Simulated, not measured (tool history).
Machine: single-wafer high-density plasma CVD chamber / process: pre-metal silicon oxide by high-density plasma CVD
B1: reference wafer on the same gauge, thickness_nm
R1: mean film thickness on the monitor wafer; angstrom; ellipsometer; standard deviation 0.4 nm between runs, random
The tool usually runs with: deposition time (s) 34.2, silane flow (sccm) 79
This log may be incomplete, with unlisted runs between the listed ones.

run 1 day=0.000 | deposition_time_(s)=34.2 silane_flow_(sccm)=87 | B1=274.040 | R1=2920.82
run 2 day=2.167 | deposition_time_(s)=34.2 silane_flow_(sccm)=79 | B1=274.042 | R1=2677.88
run 3 day=3.242 | deposition_time_(s)=34.2 silane_flow_(sccm)=79 | B1=274.154 | R1=2674.04
run 4 day=4.250 | deposition_time_(s)=34.2 silane_flow_(sccm)=79 | B1=274.005 | R1=2672.63
run 5 day=6.225 | deposition_time_(s)=34.2 silane_flow_(sccm)=79 | B1=274.079 | R1=2683.48
run 6 day=8.783 | deposition_time_(s)=34.2 silane_flow_(sccm)=79 | B1=274.124 | R1=2683.65
-- day=10.221 gauge calibrated
run 7 day=11.462 | deposition_time_(s)=34.2 silane_flow_(sccm)=79 | B1=273.994 | R1=2677.90
run 8 day=13.225 | deposition_time_(s)=36.6 silane_flow_(sccm)=84 | B1=273.943 | R1=3038.93
run 9 day=15.967 | deposition_time_(s)=34.2 silane_flow_(sccm)=79 | B1=273.982 | R1=2679.84
-- day=17.942 silane flow controller replaced
run 10 day=18.342 | deposition_time_(s)=31.6 silane_flow_(sccm)=69 | B1=274.049 | R1=2100.18
run 11 day=19.621 | deposition_time_(s)=34.2 silane_flow_(sccm)=67 | B1=273.920 | R1=2222.81
run 12 day=26.433 | deposition_time_(s)=40.3 silane_flow_(sccm)=79 | B1=273.975 | R1=3039.17
run 13 day=27.646 | deposition_time_(s)=39.6 silane_flow_(sccm)=83 | B1=274.016 | R1=3132.11
run 14 day=29.629 | deposition_time_(s)=39.8 silane_flow_(sccm)=94 | B1=273.860 | R1=3528.34

Consider 5 possible next runs. They are alternatives, not a sequence: every one starts from the tool as it was left by run 14. What does each give?
run A day=29.646 | deposition_time_(s)=34.2 silane_flow_(sccm)=79 | B1=? | R1=?
run B day=29.646 | deposition_time_(s)=39.8 silane_flow_(sccm)=67 | B1=? | R1=?
run C day=29.646 | deposition_time_(s)=29.3 silane_flow_(sccm)=84 | B1=? | R1=?
run D day=29.646 | deposition_time_(s)=38.1 silane_flow_(sccm)=70 | B1=? | R1=?
run E day=29.646 | deposition_time_(s)=30.4 silane_flow_(sccm)=86 | B1=? | R1=?

run=A B1=274.083 R1=2586.12
run=B B1=274.083 R1=2597.62
run=C B1=274.083 R1=2341.96
run=D B1=274.083 R1=2585.25
run=E B1=274.083 R1=2482.33
What these runs would have given with no unlogged condition in the tool:
run=A R1=2550.28
run=B R1=2561.62
run=C R1=2309.50
run=D R1=2549.43
run=E R1=2447.93
